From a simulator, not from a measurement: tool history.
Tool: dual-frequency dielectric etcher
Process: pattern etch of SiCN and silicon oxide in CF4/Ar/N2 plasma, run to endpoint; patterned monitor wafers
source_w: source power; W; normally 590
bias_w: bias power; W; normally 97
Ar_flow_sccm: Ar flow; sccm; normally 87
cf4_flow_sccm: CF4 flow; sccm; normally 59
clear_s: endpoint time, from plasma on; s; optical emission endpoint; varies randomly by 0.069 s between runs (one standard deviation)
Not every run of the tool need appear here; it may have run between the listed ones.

| run | hour | source_w | bias_w | Ar_flow_sccm | cf4_flow_sccm | wafers since the last listed run | hours since the last wet clean | hours since the last source power generator calibration | hours since the last bias power generator calibration | hours since the last Ar flow controller change | hours since the last CF4 flow controller change | hours since the last upper electrode change | incoming incoming film thickness, nm | clear_s |
|---|---|---|---|---|---|---|---|---|---|---|---|---|---|---|
| 1 | 0 | 590 | 97 | 87 | 59 | 0 | 280.7 | 2465.4 | 3027.5 | 39.5 | 69.1 | 4043.4 | 11.2 | 9 |
| 2 | 54.5 | 590 | 97 | 102 | 59 | 631 | 335.2 | 2519.9 | 3082 | 94 | 123.6 | 4097.9 | 11.26 | 9.3 |
|  | 131.7 | upper electrode replaced |
| 3 | 132.2 | 590 | 97 | 102 | 59 | 622 | 412.9 | 2597.6 | 3159.7 | 171.7 | 201.3 | 0.5 | 11.08 | 9 |
| 4 | 160.4 | 590 | 97 | 87 | 59 | 326 | 441.1 | 2625.8 | 3187.9 | 199.9 | 229.5 | 28.7 | 11.13 | 8.9 |
|  | 189.1 | wet clean of the chamber |
| 5 | 226.5 | 590 | 97 | 87 | 59 | 487 | 37.4 | 2691.9 | 3254 | 266 | 295.6 | 94.8 | 11.25 | 9.3 |
|  | 231.6 | bias power generator calibrated |
| 6 | 261.3 | 590 | 119 | 87 | 59 | 356 | 72.2 | 2726.7 | 29.7 | 300.8 | 330.4 | 129.6 | 11.28 | 8.8 |
| 7 | 318.6 | 650 | 107 | 108 | 59 | 664 | 129.5 | 2784 | 87 | 358.1 | 387.7 | 186.9 | 11.24 | 8.5 |
| 8 | 344.7 | 590 | 97 | 87 | 59 | 302 | 155.6 | 2810.1 | 113.1 | 384.2 | 413.8 | 213 | 11.16 | 9 |
| 9 | 387.3 | 590 | 97 | 104 | 65 | 493 | 198.2 | 2852.7 | 155.7 | 426.8 | 456.4 | 255.6 | 11.29 | 9.2 |
| 10 | 414.4 | 590 | 97 | 87 | 59 | 314 | 225.3 | 2879.8 | 182.8 | 453.9 | 483.5 | 282.7 | 11.21 | 9 |
| 11 | 481.2 | 590 | 97 | 87 | 45 | 774 | 292.1 | 2946.6 | 249.6 | 520.7 | 550.3 | 349.5 | 11.26 | 9.2 |
| 12 | 542.1 | 590 | 114 | 87 | 55 | 705 | 353 | 3007.5 | 310.5 | 581.6 | 611.2 | 410.4 | 11.1 | 8.4 |
| 13 | 590.3 | 590 | 87 | 103 | 45 | 558 | 401.2 | 3055.7 | 358.7 | 629.8 | 659.4 | 458.6 | 11.18 | 9.6 |
|  | 631.2 | wet clean of the chamber |
| 14 | 631.7 | 590 | 97 | 87 | 59 | 201 | 0.5 | 3097.1 | 400.1 | 671.2 | 700.8 | 500 | 11.19 | 9.2 |
| 15 | 652.3 | 450 | 97 | 87 | 59 | 238 | 21.1 | 3117.7 | 420.7 | 691.8 | 721.4 | 520.6 | 11.25 | 11.3 |
|  | 678.5 | source power generator calibrated |
| 16 | 686.1 | 450 | 97 | 66 | 59 | 345 | 54.9 | 7.6 | 454.5 | 725.6 | 755.2 | 554.4 | 11.15 | 10.7 |
| 17 | 740 | 590 | 97 | 96 | 71 | 624 | 108.8 | 61.5 | 508.4 | 779.5 | 809.1 | 608.3 | 11.18 | 9 |
| 18 | 781.6 | 590 | 97 | 87 | 44 | 482 | 150.4 | 103.1 | 550 | 821.1 | 850.7 | 649.9 | 11.28 | 9.6 |
| 19 | 813.4 | 520 | 88 | 73 | 59 | 368 | 182.2 | 134.9 | 581.8 | 852.9 | 882.5 | 681.7 | 11.13 | 9.9 |
| 20 | 837.6 | 520 | 81 | 72 | 70 | 280 | 206.4 | 159.1 | 606 | 877.1 | 906.7 | 705.9 | 11.26 | 9.9 |
| 21 | 869.9 | 500 | 84 | 66 | 51 | 374 | 238.7 | 191.4 | 638.3 | 909.4 | 939 | 738.2 | 11.25 | 10.3 |
| 22 | 928.6 | 710 | 89 | 87 | 59 | 680 | 297.4 | 250.1 | 697 | 968.1 | 997.7 | 796.9 | 11.18 | 7.9 |
| 23 | 1043.6 | 590 | 97 | 94 | 67 | 1332 | 412.4 | 365.1 | 812 | 1083.1 | 1112.7 | 911.9 | 11.23 | 8.9 |

Consider 5 possible next runs. They are alternatives, not a sequence: every one starts from the tool as it was left by run 23. What does each give?
| A | 1044 | 590 | 97 | 78 | 59 | 4 | 412.8 | 365.5 | 812.4 | 1083.5 | 1113.1 | 912.3 | 11.19 | ? |
| B | 1044 | 710 | 75 | 72 | 68 | 4 | 412.8 | 365.5 | 812.4 | 1083.5 | 1113.1 | 912.3 | 11.19 | ? |
| C | 1044 | 540 | 97 | 87 | 59 | 4 | 412.8 | 365.5 | 812.4 | 1083.5 | 1113.1 | 912.3 | 11.19 | ? |
| D | 1044 | 590 | 97 | 71 | 52 | 4 | 412.8 | 365.5 | 812.4 | 1083.5 | 1113.1 | 912.3 | 11.19 | ? |
| E | 1044 | 500 | 97 | 87 | 59 | 4 | 412.8 | 365.5 | 812.4 | 1083.5 | 1113.1 | 912.3 | 11.19 | ? |

| run | clear_s |
|---|---|
| A | 8.8 |
| B | 7.9 |
| C | 9.5 |
| D | 8.8 |
| E | 10.1 |
Without the tool's hidden state the same runs would have given:
| run | clear_s |
|---|---|
| A | 9.2 |
| B | 8.3 |
| C | 10 |
| D | 9.2 |
| E | 10.6 |
